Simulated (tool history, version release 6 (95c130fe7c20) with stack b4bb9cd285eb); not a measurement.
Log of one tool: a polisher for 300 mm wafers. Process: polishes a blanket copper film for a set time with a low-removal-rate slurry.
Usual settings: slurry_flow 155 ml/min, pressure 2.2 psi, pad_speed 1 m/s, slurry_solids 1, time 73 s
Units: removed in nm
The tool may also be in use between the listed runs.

run    hour  slurry_flow  pressure  pad_speed  slurry_solids  time  wafers since the last listed run  wafers polished on this pad  hours since the slurry nozzle was cleaned  hours since the head pressure was calibrated  hours since the slurry blender was calibrated  incoming thickness of the incoming film, nm  removed
  1       0          155       2.2          1              1    73                                 0                          984                                      443.7                                         418.2                                            468                                        669.5    142.6
        7.9  -- slurry nozzle cleaned
       57.3  -- slurry blender recalibrated
  2    82.5          155       2.2          1              1    73                               842                         1827                                       74.6                                         500.7                                           25.2                                        689.7    152.5
      140.1  -- head pressure recalibrated
  3     163          155       2.2          1              1    73                               831                         2658                                      155.1                                          22.9                                          105.7                                        668.4    153.8
  4   249.9          155       2.2          1              1    73                               920                         3579                                        242                                         109.8                                          192.6                                          675    152.6
      323.3  -- worn pad replaced by a new one
  5   323.8          155       2.2          1              1    73                               740                            5                                      315.9                                         183.7                                          266.5                                          676    150.3
  6   395.9          175       2.2          1              1    73                               763                          769                                        388                                         255.8                                          338.6                                        687.2    153.6
      441.7  -- slurry nozzle cleaned
  7   475.6          175       2.2          1              1    73                               833                         1603                                       33.9                                         335.5                                          418.3                                        691.9    150.7
      512.3  -- slurry blender recalibrated
  8   526.9          175       2.2          1              1    73                               522                         2125                                       85.2                                         386.8                                           14.6                                        684.1    136.2
  9   627.2          155       2.2          1              1    73                              1062                         3188                                      185.5                                         487.1                                          114.9                                        686.2    128.3
      705.1  -- worn pad replaced by a new one
      707.1  -- head pressure recalibrated
 10   714.9          155       2.5          1              1    73                               865                           82                                      273.2                                           7.8                                          202.6                                        670.6    150.7
 11   769.9          155       2.5          1              1    73                               582                          665                                      328.2                                          62.8                                          257.6                                        678.2    141.8
      851.9  -- slurry nozzle cleaned
        862  -- slurry blender recalibrated, repeated, since the last time left the tool worse
 12   874.1          155       2.5          1              1    73                              1072                         1737                                       22.2                                           167                                           12.1                                        679.1    176.7
 13   947.1          155       2.2          1            0.9    73                               773                         2510                                       95.2                                           240                                           85.1                                        678.8    152.2
 14     986          155       2.4       1.36            0.8    61                               412                         2922                                      134.1                                         278.9                                            124                                        675.7      174
 15  1025.2          180       1.5        1.1            0.8    73                               415                         3338                                      173.3                                         318.1                                          163.2                                        685.2    110.5
 16  1104.2          175       1.8       0.84              1    86                               836                         4175                                      252.3                                         397.1                                          242.2                                        684.4    124.8
     1118.8  -- worn pad replaced by a new one
 17  1144.5          155       1.9          1           0.75    73                               384                          271                                      292.6                                         437.4                                          282.5                                          684    118.5
       1208  -- slurry nozzle cleaned
     1221.9  -- head pressure recalibrated
 18  1222.4          155       2.2       0.88              1    73                               793                         1065                                       14.4                                           0.5                                          360.4                                        678.6      132
       1339  -- slurry blender recalibrated
 19  1497.2          175       2.2          1              1    73                              2890                         3955                                      289.2                                         275.3                                          158.2                                        670.5    153.5
     1502.6  -- worn pad replaced by a new one
 20  1564.3          175       2.2          1              1    73                               668                          653                                      356.3                                         342.4                                          225.3                                        694.7    157.7
     1612.2  -- slurry nozzle cleaned
 21  1640.7          155       2.2        1.2            0.9    73                               798                         1452                                       28.5                                         418.8                                          301.7                                        675.8    171.1
 22    1705          155       1.6          1           0.75    73                               681                         2133                                       92.8                                         483.1                                            366                                        673.2     98.8
 23    1773          185         2          1              1    73                               720                         2854                                      160.8                                         551.1                                            434                                        679.9    133.9
       1788  -- head pressure recalibrated
       1798  -- slurry blender recalibrated
 24  1834.1          155       2.2          1              1    73                               604                         3459                                      221.9                                          46.1                                           36.1                                        681.9      156
     1875.7  -- worn pad replaced by a new one
 25  1935.3          155       2.2       1.22           1.25    54                              1029                          631                                      323.1                                         147.3                                          137.3                                        677.2    144.6
 26  1976.8          180       1.9          1              1    73                               439                         1070                                      364.6                                         188.8                                          178.8                                        678.4    132.5

The same runs without the tool's hidden state, with the same run-to-run variation:
The hidden state here: removal rate lost through wear of the pad, %; slurry flow missing at the pad, %; deviation of the head's pressure from its setpoint, %; abrasive missing from the slurry, %.
run  removed
  1    153.7
  2    152.7
  3    154.4
  4    154.5
  5    153.7
  6    159.4
  7    159.7
  8    160.3
  9    152.2
 10      182
 11    174.1
 12    177.7
 13    153.2
 14    175.6
 15    111.9
 16    127.7
 17    121.9
 18    138.4
 19    156.8
 20    162.3
 21    178.4
 22    104.3
 23      145
 24    156.3
 25    145.8
 26      134
